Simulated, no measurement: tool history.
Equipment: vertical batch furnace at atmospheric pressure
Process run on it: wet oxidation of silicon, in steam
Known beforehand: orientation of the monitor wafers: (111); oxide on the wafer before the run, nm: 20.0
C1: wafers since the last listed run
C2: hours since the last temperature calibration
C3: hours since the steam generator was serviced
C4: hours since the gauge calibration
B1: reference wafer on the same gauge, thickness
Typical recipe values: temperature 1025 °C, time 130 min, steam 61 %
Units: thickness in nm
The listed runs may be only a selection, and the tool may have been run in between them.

run 1 hour=0 | temperature=1025 time=171 steam=61 | C1=0 C2=3913.1 C3=1955.3 C4=509.8 | B1=732.9 | thickness=742.48
run 2 hour=12.9 | temperature=1025 time=130 steam=61 | C1=78 C2=3926 C3=1968.2 C4=522.7 | B1=733.15 | thickness=634.68
run 3 hour=45.6 | temperature=1025 time=130 steam=61 | C1=197 C2=3958.7 C3=2000.9 C4=555.4 | B1=733.14 | thickness=634.28
run 4 hour=72.7 | temperature=1025 time=130 steam=61 | C1=163 C2=3985.8 C3=2028 C4=582.5 | B1=732.73 | thickness=634.8
run 5 hour=92 | temperature=1025 time=130 steam=61 | C1=116 C2=4005.1 C3=2047.3 C4=601.8 | B1=732.65 | thickness=635.62
run 6 hour=113.1 | temperature=1020 time=103.5 steam=61 | C1=127 C2=4026.2 C3=2068.4 C4=622.9 | B1=732.62 | thickness=544.65
run 7 hour=139.1 | temperature=1013 time=130 steam=61 | C1=157 C2=4052.2 C3=2094.4 C4=648.9 | B1=733 | thickness=601.55
run 8 hour=154.8 | temperature=1013 time=130 steam=61 | C1=94 C2=4067.9 C3=2110.1 C4=664.6 | B1=733.59 | thickness=601.88
run 9 hour=188.1 | temperature=1013 time=130 steam=61 | C1=201 C2=4101.2 C3=2143.4 C4=697.9 | B1=733.18 | thickness=601.2
run 10 hour=213.2 | temperature=1025 time=130 steam=61 | C1=151 C2=4126.3 C3=2168.5 C4=723 | B1=732.63 | thickness=635.12
run 11 hour=234.8 | temperature=1025 time=130 steam=61 | C1=130 C2=4147.9 C3=2190.1 C4=744.6 | B1=732.43 | thickness=632.43
run 12 hour=250.5 | temperature=1025 time=130 steam=61 | C1=94 C2=4163.6 C3=2205.8 C4=760.3 | B1=732.61 | thickness=633.85
run 13 hour=285.1 | temperature=1025 time=130 steam=61 | C1=209 C2=4198.2 C3=2240.4 C4=794.9 | B1=732.86 | thickness=632.86
run 14 hour=309.5 | temperature=1025 time=160.5 steam=61 | C1=147 C2=4222.6 C3=2264.8 C4=819.3 | B1=733.36 | thickness=715.92
run 15 hour=331.1 | temperature=1025 time=160.5 steam=61 | C1=130 C2=4244.2 C3=2286.4 C4=840.9 | B1=732.87 | thickness=715.65
-- hour=348.5 gauge calibrated
run 16 hour=355 | temperature=1025 time=160.5 steam=61 | C1=144 C2=4268.1 C3=2310.3 C4=6.5 | B1=733.55 | thickness=715.55
run 17 hour=390.7 | temperature=1025 time=130 steam=61 | C1=215 C2=4303.8 C3=2346 C4=42.2 | B1=733.12 | thickness=633.75
run 18 hour=405.1 | temperature=1008 time=91.5 steam=55 | C1=87 C2=4318.2 C3=2360.4 C4=56.6 | B1=733.05 | thickness=447.55
run 19 hour=428.6 | temperature=1025 time=130 steam=61 | C1=142 C2=4341.7 C3=2383.9 C4=80.1 | B1=733.01 | thickness=634.96
run 20 hour=457 | temperature=1038 time=112 steam=61 | C1=171 C2=4370.1 C3=2412.3 C4=108.5 | B1=733.53 | thickness=618.58
run 21 hour=482.4 | temperature=1025 time=92 steam=54 | C1=153 C2=4395.5 C3=2437.7 C4=133.9 | B1=733.2 | thickness=484.63
-- hour=515.5 steam generator serviced
run 22 hour=516 | temperature=1025 time=110.5 steam=69 | C1=58 C2=4429.1 C3=0.5 C4=167.5 | B1=732.65 | thickness=641.36
run 23 hour=531.2 | temperature=1025 time=130 steam=49 | C1=91 C2=4444.3 C3=15.7 C4=182.7 | B1=732.83 | thickness=577.64
run 24 hour=560.3 | temperature=1025 time=130 steam=61 | C1=176 C2=4473.4 C3=44.8 C4=211.8 | B1=732.58 | thickness=654.34
run 25 hour=589 | temperature=1007 time=74.5 steam=65 | C1=173 C2=4502.1 C3=73.5 C4=240.5 | B1=732.89 | thickness=448.61
run 26 hour=617.4 | temperature=1025 time=94 steam=55 | C1=171 C2=4530.5 C3=101.9 C4=268.9 | B1=732.9 | thickness=509.09
-- hour=665.1 thermocouples replaced and temperature profile calibrated
run 27 hour=665.6 | temperature=1025 time=191 steam=73 | C1=146 C2=0.5 C3=150.1 C4=317.1 | B1=732.87 | thickness=894.59
run 28 hour=671.9 | temperature=1025 time=130 steam=61 | C1=38 C2=6.8 C3=156.4 C4=323.4 | B1=733.33 | thickness=651.92
run 29 hour=687.3 | temperature=1013 time=160.5 steam=66 | C1=93 C2=22.2 C3=171.8 C4=338.8 | B1=732.73 | thickness=728.5
run 30 hour=721.6 | temperature=1048 time=70.5 steam=61 | C1=207 C2=56.5 C3=206.1 C4=373.1 | B1=733.17 | thickness=507.36

The next listed run, before its measurement:
run 31 hour=741.6 | temperature=1017 time=184.5 steam=71 | C1=120 C2=76.5 C3=226.1 C4=393.1 | B1=? | thickness=?

B1: 732.92
thickness: 832.19 nm
If the tool had no hidden condition, the same run with the same run-to-run variation would have returned thickness 839.17 nm.
